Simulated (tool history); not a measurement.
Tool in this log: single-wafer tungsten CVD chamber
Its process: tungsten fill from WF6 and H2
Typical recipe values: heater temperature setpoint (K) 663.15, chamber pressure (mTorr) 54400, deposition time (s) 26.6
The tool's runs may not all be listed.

run	hour	heater temperature setpoint (K)	chamber pressure (mTorr)	deposition time (s)	wafers since the last listed run	hours since the last thermocouple change	hours since the last manometer calibration	hours since the showerhead was replaced	hours since the gauge calibration	read-back reference wafer on the same gauge, thickness_nm	mean film thickness on the monitor wafer (angstrom)
1	0.0	663.15	54400	26.6	0	1045.4	2068.7	4675.7	1796.5	84.127	791.20
2	59.4	663.15	54400	26.6	967	1104.8	2128.1	4735.1	1855.9	84.237	792.59
3	147.0	663.15	54400	26.6	1426	1192.4	2215.7	4822.7	1943.5	84.135	791.14
# hour 162.8: capacitance manometer re-zeroed and calibrated
# hour 176.4: thermocouple changed; heater temperature recalibrated
4	209.3	663.15	54400	26.6	753	32.9	46.5	4885.0	2005.8	84.152	794.23
5	247.5	663.15	54400	26.6	622	71.1	84.7	4923.2	2044.0	84.274	794.35
6	298.7	653.15	54400	27.9	833	122.3	135.9	4974.4	2095.2	84.159	661.93
7	352.1	653.15	54400	27.9	869	175.7	189.3	5027.8	2148.6	84.193	664.10
8	606.2	653.15	54400	27.9	4137	429.8	443.4	5281.9	2402.7	84.173	659.95
9	703.7	663.15	48100	26.6	1587	527.3	540.9	5379.4	2500.2	84.193	741.72
10	798.1	663.15	48100	26.6	1537	621.7	635.3	5473.8	2594.6	84.219	745.27
11	889.4	673.15	62300	22.4	1486	713.0	726.6	5565.1	2685.9	84.166	882.70
12	955.9	663.15	54400	23.9	1082	779.5	793.1	5631.6	2752.4	84.152	715.22
# hour 1056.0: showerhead replaced
13	1056.5	663.15	54400	26.6	1507	880.1	893.7	0.5	2853.0	84.178	792.82
14	1101.2	676.15	40800	22.5	727	924.8	938.4	45.2	2897.7	84.275	749.92
# hour 1170.4: gauge calibrated
15	1192.3	676.15	41900	23.2	1483	1015.9	1029.5	136.3	21.9	84.229	780.34
16	1284.0	656.15	60300	24.6	1493	1107.6	1121.2	228.0	113.6	84.215	657.69
# hour 1313.6: thermocouple changed; heater temperature recalibrated
17	1332.0	671.15	48500	28.6	651	18.4	1169.2	276.0	161.6	84.247	944.33
18	1411.4	663.15	54400	30.2	1292	97.8	1248.6	355.4	241.0	84.214	896.74
19	1469.6	672.15	47500	23.9	947	156.0	1306.8	413.6	299.2	84.171	804.12
20	1537.7	659.15	47600	29.6	1108	224.1	1374.9	481.7	367.3	84.275	753.95
21	1635.7	652.15	50400	24.9	1595	322.1	1472.9	579.7	465.3	84.174	553.61
22	1702.3	659.15	54400	26.6	1084	388.7	1539.5	646.3	531.9	84.220	723.80
23	1742.5	663.15	45700	26.6	654	428.9	1579.7	686.5	572.1	84.135	723.95
24	1846.8	652.15	61000	28.7	1698	533.2	1684.0	790.8	676.4	84.187	709.38
25	1938.5	663.15	54400	26.6	1493	624.9	1775.7	882.5	768.1	84.217	794.63
26	1997.9	659.15	45100	29.7	967	684.3	1835.1	941.9	827.5	84.203	725.61
27	2045.8	676.15	54400	31.3	779	732.2	1883.0	989.8	875.4	84.133	1221.29
28	2085.0	672.15	54400	21.6	638	771.4	1922.2	1029.0	914.6	84.180	776.76
# hour 2141.5: capacitance manometer re-zeroed and calibrated
29	2149.3	654.15	65600	29.9	916	835.7	7.8	1093.3	978.9	84.181	802.80
30	2188.6	663.15	54400	26.6	639	875.0	47.1	1132.6	1018.2	84.266	794.50
31	2243.6	663.15	54400	26.6	895	930.0	102.1	1187.6	1073.2	84.253	795.47
32	2281.8	651.15	58200	26.6	622	968.2	140.3	1225.8	1111.4	84.202	628.29
33	2375.6	651.15	49600	29.0	1527	1062.0	234.1	1319.6	1205.2	84.097	626.94
# hour 2409.7: thermocouple changed; heater temperature recalibrated
34	2461.3	663.15	54400	26.6	1265	51.6	319.8	1405.3	1290.9	84.219	796.05

Exercise: give the hidden state of the tool at every run:
wafer temperature above the value expected at the setpoint (K): 0, the same for each run
true pressure above the setpoint (%): 0, the same for each run
gauge reads high (%): 0, the same for each run
